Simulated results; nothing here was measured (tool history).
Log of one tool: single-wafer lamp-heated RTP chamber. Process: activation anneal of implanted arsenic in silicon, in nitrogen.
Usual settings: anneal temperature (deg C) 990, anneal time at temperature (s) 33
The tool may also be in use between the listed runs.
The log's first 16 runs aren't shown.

| run | hour | anneal temperature (deg C) | anneal time at temperature (s) | wafers since the last listed run | wafers since the last pyrometer calibration | wafers since the reflector plate was cleaned | hours since the gauge calibration | read-back reference wafer on the same gauge, sheet resistance | sheet resistance of the implanted and annealed layer (ohm/square) |
|---|---|---|---|---|---|---|---|---|---|
| 17 | 924.7 | 990 | 15 | 485 | 4462 | 3813 | 96.9 | 254.34 | 307.06 |
| 18 | 996.1 | 978 | 52 | 1053 | 5516 | 4867 | 168.3 | 254.35 | 303.59 |
| 19 | 1060.6 | 1005 | 33 | 951 | 6467 | 5819 | 232.8 | 254.39 | 302.78 |
|  | 1115.3 | pyrometer window cleaned and pyrometer calibrated |
|  | 1147.8 | reflector plate cleaned |
| 20 | 1267.2 | 979 | 24 | 2812 | 2123 | 1762 | 439.4 | 254.57 | 306.73 |
| 21 | 1315.5 | 990 | 33 | 712 | 2835 | 2475 | 487.7 | 254.65 | 304.84 |
| 22 | 1341.5 | 963 | 41 | 383 | 3219 | 2859 | 513.7 | 254.67 | 306.55 |
| 23 | 1410.2 | 990 | 33 | 1013 | 4233 | 3872 | 582.4 | 254.88 | 304.60 |
| 24 | 1458.3 | 1019 | 33 | 709 | 4943 | 4582 | 630.5 | 254.95 | 302.33 |
| 25 | 1501.2 | 1020 | 50 | 633 | 5576 | 5215 | 673.4 | 255.03 | 299.26 |
| 26 | 1567.3 | 979 | 20 | 975 | 6552 | 6191 | 739.5 | 255.06 | 308.05 |
| 27 | 1631.7 | 990 | 33 | 950 | 7502 | 7141 | 803.9 | 255.32 | 306.34 |
|  | 1644.7 | pyrometer window cleaned and pyrometer calibrated |
| 28 | 1679.9 | 990 | 33 | 593 | 519 | 7735 | 852.1 | 255.45 | 305.46 |
| 29 | 1716.9 | 1015 | 28 | 546 | 1065 | 8281 | 889.1 | 255.50 | 303.80 |
|  | 1733.7 | reflector plate cleaned |
| 30 | 1754.3 | 990 | 33 | 433 | 1499 | 304 | 926.5 | 255.66 | 305.79 |
| 31 | 1797.8 | 990 | 33 | 641 | 2141 | 946 | 970.0 | 255.72 | 306.13 |
| 32 | 1866.2 | 1015 | 33 | 1009 | 3150 | 1956 | 1038.4 | 256.00 | 302.90 |
| 33 | 1897.3 | 990 | 33 | 458 | 3609 | 2415 | 1069.5 | 256.07 | 306.66 |
| 34 | 1934.7 | 1003 | 23 | 551 | 4161 | 2966 | 1106.9 | 256.21 | 307.65 |
| 35 | 2000.5 | 990 | 33 | 971 | 5132 | 3938 | 1172.7 | 256.42 | 306.58 |

Forecast each of these 5 alternatives for the next run:
| A | 2000.9 | 975 | 33 | 5 | 5138 | 3943 | 1173.1 | ? | ? |
| B | 2000.9 | 975 | 19 | 5 | 5138 | 3943 | 1173.1 | ? | ? |
| C | 2000.9 | 1008 | 33 | 5 | 5138 | 3943 | 1173.1 | ? | ? |
| D | 2000.9 | 990 | 21 | 5 | 5138 | 3943 | 1173.1 | ? | ? |
| E | 2000.9 | 1012 | 39 | 5 | 5138 | 3943 | 1173.1 | ? | ? |

| run | read-back reference wafer on the same gauge, sheet resistance | sheet resistance of the implanted and annealed layer (ohm/square) |
|---|---|---|
| A | 256.50 | 308.68 |
| B | 256.50 | 310.63 |
| C | 256.50 | 305.48 |
| D | 256.50 | 309.09 |
| E | 256.50 | 304.12 |
Without the tool's hidden state the same runs would have given:
| run | sheet resistance of the implanted and annealed layer (ohm/square) |
|---|---|
| A | 305.74 |
| B | 307.67 |
| C | 302.57 |
| D | 306.15 |
| E | 301.23 |

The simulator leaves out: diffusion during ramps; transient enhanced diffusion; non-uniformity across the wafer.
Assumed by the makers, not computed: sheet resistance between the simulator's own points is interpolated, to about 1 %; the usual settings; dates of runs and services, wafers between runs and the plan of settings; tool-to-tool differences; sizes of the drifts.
